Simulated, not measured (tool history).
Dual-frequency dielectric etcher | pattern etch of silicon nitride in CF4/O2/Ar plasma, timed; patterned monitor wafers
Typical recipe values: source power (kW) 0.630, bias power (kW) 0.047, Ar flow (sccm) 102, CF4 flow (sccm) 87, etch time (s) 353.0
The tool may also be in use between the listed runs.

run     day  source power (kW)  bias power (kW)  Ar flow (sccm)  CF4 flow (sccm)  etch time (s)  wafers since the last listed run  hours since the last wet clean  hours since the last source power generator calibration  hours since the last bias power generator calibration  hours since the last Ar flow controller change  hours since the last CF4 flow controller change  hours since the last upper electrode change  hours since the gauge calibration  read-back reference wafer on the same gauge, depth_nm  mean etch depth across the wafer (nm)
  1   0.000              0.630            0.047             102               72          353.0                                 0                           349.0                                                   1247.3                                                 3130.2                                           181.3                                           1251.1                                       2094.6                             4003.1                                                  892.3                                  794.3
      0.921  -- gauge calibrated
  2   3.029              0.630            0.047             102              104          353.0                               221                           421.7                                                   1320.0                                                 3202.9                                           254.0                                           1323.8                                       2167.3                               50.6                                                  892.8                                  828.9
  3   5.954              0.630            0.055             124               87          353.0                               214                           491.9                                                   1390.2                                                 3273.1                                           324.2                                           1394.0                                       2237.5                              120.8                                                  894.1                                  869.1
      7.371  -- bias power generator calibrated
  4   9.092              0.630            0.047             102               70          353.0                               217                           567.2                                                   1465.5                                                   41.3                                           399.5                                           1469.3                                       2312.8                              196.1                                                  894.2                                  788.7
     10.833  -- wet clean of the chamber
  5  13.158              0.550            0.047             102               87          353.0                               224                            55.8                                                   1563.1                                                  138.9                                           497.1                                           1566.9                                       2410.4                              293.7                                                  893.2                                  768.6
     24.825  -- upper electrode replaced
  6  25.383              0.630            0.058             102               73          353.0                               822                           349.2                                                   1856.5                                                  432.3                                           790.5                                           1860.3                                         13.4                              587.1                                                  892.2                                  893.0
     27.871  -- CF4 flow controller replaced
  7  27.892              0.630            0.055             102               87          455.0                               165                           409.4                                                   1916.7                                                  492.5                                           850.7                                              0.5                                         73.6                              647.3                                                  891.5                                 1144.9
  8  29.554              0.560            0.047             102               99          353.0                               121                           449.3                                                   1956.6                                                  532.4                                           890.6                                             40.4                                        113.5                              687.2                                                  893.0                                  789.9
  9  31.433              0.690            0.053             122               87          353.0                               137                           494.4                                                   2001.7                                                  577.5                                           935.7                                             85.5                                        158.6                              732.3                                                  893.6                                  882.8
 10  33.492              0.630            0.047             102               93          275.5                               150                           543.8                                                   2051.1                                                  626.9                                           985.1                                            134.9                                        208.0                              781.7                                                  892.0                                  637.8
 11  37.962              0.760            0.058             102               81          353.0                               327                           651.1                                                   2158.4                                                  734.2                                          1092.4                                            242.2                                        315.3                              889.0                                                  893.0                                  988.5
     38.821  -- source power generator calibrated
     39.554  -- wet clean of the chamber
 12  40.754              0.740            0.047             102               87          252.0                               138                            28.8                                                     46.4                                                  801.2                                          1159.4                                            309.2                                        382.3                              956.0                                                  892.9                                  613.9
 13  42.400              0.750            0.047             102               96          353.0                               120                            68.3                                                     85.9                                                  840.7                                          1198.9                                            348.7                                        421.8                              995.5                                                  891.5                                  877.1
 14  46.758              0.630            0.047             102               70          353.0                               319                           172.9                                                    190.5                                                  945.3                                          1303.5                                            453.3                                        526.4                             1100.1                                                  892.9                                  778.9
 15  50.971              0.630            0.057             102               81          302.0                               308                           274.0                                                    291.6                                                 1046.4                                          1404.6                                            554.4                                        627.5                             1201.2                                                  893.2                                  751.9
     53.788  -- Ar flow controller replaced
 16  53.808              0.630            0.044              86               87          435.5                               189                           342.1                                                    359.7                                                 1114.5                                             0.5                                            622.5                                        695.6                             1269.3                                                  892.5                                  971.1
 17  55.862              0.720            0.043              88               87          353.0                               150                           391.4                                                    409.0                                                 1163.8                                            49.8                                            671.8                                        744.9                             1318.6                                                  894.0                                  825.1
 18  60.092              0.630            0.047             102               87          353.0                               309                           492.9                                                    510.5                                                 1265.3                                           151.3                                            773.3                                        846.4                             1420.1                                                  892.1                                  812.1
 19  64.454              0.630            0.040             102               87          353.0                               319                           597.6                                                    615.2                                                 1370.0                                           256.0                                            878.0                                        951.1                             1524.8                                                  893.4                                  732.7
     67.050  -- wet clean of the chamber
 20  67.071              0.630            0.047             102               68          353.0                               118                             0.5                                                    678.0                                                 1432.8                                           318.8                                            940.8                                       1013.9                             1587.6                                                  892.5                                  772.5
 21  69.421              0.630            0.047             102               87          353.0                               172                            56.9                                                    734.4                                                 1489.2                                           375.2                                            997.2                                       1070.3                             1644.0                                                  892.4                                  809.3
 22  72.688              0.630            0.047              86              100          279.5                               239                           135.3                                                    812.8                                                 1567.6                                           453.6                                           1075.6                                       1148.7                             1722.4                                                  893.6                                  654.3

Hidden state at the last listed run before each entry between runs and at the first one after, where it differs:
In the gap between runs 1 and 2: gauge calibrated (day 0.921)
  source power that arrives over what is set, %: 4.27 -> 4.36
  what was measured, less what the result would be without the hidden state, mean etch depth across the wafer (nm): +14.9 -> +15.9
In the gap between runs 3 and 4: bias power generator calibrated (day 7.371)
  source power that arrives over what is set, %: 4.44 -> 4.52
  what was measured, less what the result would be without the hidden state, mean etch depth across the wafer (nm): +16.8 -> +15.6
In the gap between runs 4 and 5: wet clean of the chamber (day 10.833)
  source power that arrives over what is set, %: 4.52 -> 4.61
  what was measured, less what the result would be without the hidden state, mean etch depth across the wafer (nm): +15.6 -> +15.6
In the gap between runs 5 and 6: upper electrode replaced (day 24.825)
  source power that arrives over what is set, %: 4.61 -> 4.83
  what was measured, less what the result would be without the hidden state, mean etch depth across the wafer (nm): +15.6 -> +18.7
In the gap between runs 6 and 7: CF4 flow controller replaced (day 27.871)
  source power that arrives over what is set, %: 4.83 -> 4.87
  what was measured, less what the result would be without the hidden state, mean etch depth across the wafer (nm): +18.7 -> +24.2
In the gap between runs 11 and 12: source power generator calibrated (day 38.821); wet clean of the chamber (day 39.554)
  source power that arrives over what is set, %: 4.98 -> 0.91
  what was measured, less what the result would be without the hidden state, mean etch depth across the wafer (nm): +21.4 -> +2.5
In the gap between runs 15 and 16: Ar flow controller replaced (day 53.788)
  source power that arrives over what is set, %: 2.27 -> 2.58
  what was measured, less what the result would be without the hidden state, mean etch depth across the wafer (nm): +7.5 -> +11.2
In the gap between runs 19 and 20: wet clean of the chamber (day 67.050)
  source power that arrives over what is set, %: 3.51 -> 3.7
  what was measured, less what the result would be without the hidden state, mean etch depth across the wafer (nm): +11.5 -> +12.5
